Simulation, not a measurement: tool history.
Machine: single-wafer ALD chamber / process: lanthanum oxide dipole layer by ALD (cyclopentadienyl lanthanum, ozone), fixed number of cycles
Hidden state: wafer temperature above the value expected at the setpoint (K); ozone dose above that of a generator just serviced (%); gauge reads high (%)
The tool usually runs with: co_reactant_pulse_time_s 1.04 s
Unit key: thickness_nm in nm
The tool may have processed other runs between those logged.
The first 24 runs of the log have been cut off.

run,hour,co_reactant_pulse_time_s,wafers since the last listed run,hours since the last thermocouple change,hours since the last ozone generator service,hours since the showerhead was replaced,hours since the gauge calibration,"read-back reference wafer on the same gauge, thickness_nm",thickness_nm
25,294.1,0.91,139,24.1,37.9,4667.7,209,0.49,0.506
# hour 310.6: gauge calibrated
# hour 318.9: showerhead replaced
26,319.4,0.82,382,49.4,63.2,0.5,8.8,0.49,0.483
27,325.3,1.04,130,55.3,69.1,6.4,14.7,0.49,0.532
28,336.9,1.42,256,66.9,80.7,18,26.3,0.49,0.576
29,344.4,1.15,165,74.4,88.2,25.5,33.8,0.49,0.548
30,352.7,1.04,183,82.7,96.5,33.8,42.1,0.49,0.533
31,367.3,0.68,322,97.3,111.1,48.4,56.7,0.49,0.438
32,374.7,0.85,163,104.7,118.5,55.8,64.1,0.49,0.49
33,390.7,1.04,353,120.7,134.5,71.8,80.1,0.49,0.533
34,405.9,1.04,335,135.9,149.7,87,95.3,0.49,0.533

Each row is a separate what-if for the run after 34, all from the same tool condition, not one after another. Results?
A,406.3,0.9,8,136.3,150.1,87.4,95.7,?,?
B,406.3,1.41,8,136.3,150.1,87.4,95.7,?,?
C,406.3,1.45,8,136.3,150.1,87.4,95.7,?,?
D,406.3,0.8,8,136.3,150.1,87.4,95.7,?,?
E,406.3,0.71,8,136.3,150.1,87.4,95.7,?,?

run,"read-back reference wafer on the same gauge, thickness_nm",thickness_nm
A,0.49,0.506
B,0.49,0.578
C,0.49,0.581
D,0.49,0.479
E,0.49,0.448
With the hidden condition removed and each run's random variation left untouched, the same runs would have given:
run,thickness_nm
A,0.506
B,0.578
C,0.581
D,0.479
E,0.448
